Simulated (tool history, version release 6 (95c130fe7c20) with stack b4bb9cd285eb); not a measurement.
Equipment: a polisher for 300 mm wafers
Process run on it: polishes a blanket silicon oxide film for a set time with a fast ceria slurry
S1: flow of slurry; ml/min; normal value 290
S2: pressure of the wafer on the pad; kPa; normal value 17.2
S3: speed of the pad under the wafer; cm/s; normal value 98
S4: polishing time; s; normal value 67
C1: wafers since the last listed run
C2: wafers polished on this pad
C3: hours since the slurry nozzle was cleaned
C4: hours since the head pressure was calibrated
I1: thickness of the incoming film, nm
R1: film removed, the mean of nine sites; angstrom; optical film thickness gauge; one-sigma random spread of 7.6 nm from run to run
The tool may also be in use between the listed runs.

run,hour,S1,S2,S3,S4,C1,C2,C3,C4,I1,R1
1,0.0,290,17.2,98,67,0,647,297.3,214.3,2547.6,10728
# hour 3.6: slurry nozzle cleaned
2,64.3,290,17.2,98,67,546,1193,60.7,278.6,2586.3,10312
# hour 69.6: worn pad replaced by a new one
3,133.5,290,17.2,98,67,562,551,129.9,347.8,2597.0,10848
4,160.1,290,17.2,116,67,229,781,156.5,374.4,2600.0,12777
# hour 217.5: worn pad replaced by a new one, of another model than before
5,220.9,290,17.2,98,78,489,29,217.3,435.2,2595.5,12726
6,276.8,290,17.2,98,78,482,511,273.2,491.1,2614.1,12529
# hour 300.1: slurry nozzle cleaned
7,335.4,290,17.2,98,67,496,1008,35.3,549.7,2591.6,10386
8,367.8,290,17.2,116,49,279,1287,67.7,582.1,2545.5,7926
# hour 388.1: worn pad replaced by a new one
9,399.7,290,17.2,98,88,240,99,99.6,614.0,2568.1,14658
10,426.3,215,17.2,98,67,229,329,126.2,640.6,2616.4,10682
# hour 522.3: head pressure recalibrated
# hour 539.9: worn pad replaced by a new one
# hour 546.0: slurry nozzle cleaned
11,550.6,290,17.2,98,67,1011,83,4.6,28.3,2549.7,11015
12,616.8,290,17.2,98,67,571,654,70.8,94.5,2584.1,10867
13,657.4,290,17.2,98,47,350,1004,111.4,135.1,2550.4,7482
14,694.2,290,17.2,116,67,317,1322,148.2,171.9,2576.6,11137
# hour 701.2: worn pad replaced by a new one
15,764.6,200,21.4,88,56,572,546,218.6,242.3,2595.1,9172

Branching from run 15: 4 alternative next runs. What would each branch give?
A,765.0,290,20.0,98,67,3,549,219.0,242.7,2579.2,?
B,765.0,215,17.2,98,60,3,549,219.0,242.7,2579.2,?
C,765.0,260,17.2,98,67,3,549,219.0,242.7,2579.2,?
D,765.0,290,11.7,76,67,3,549,219.0,242.7,2579.2,?

run,R1
A,11856
B,9556
C,10871
D,8086
Without the tool's hidden state the same runs would have given:
run,R1
A,12072
B,9731
C,11069
D,8233

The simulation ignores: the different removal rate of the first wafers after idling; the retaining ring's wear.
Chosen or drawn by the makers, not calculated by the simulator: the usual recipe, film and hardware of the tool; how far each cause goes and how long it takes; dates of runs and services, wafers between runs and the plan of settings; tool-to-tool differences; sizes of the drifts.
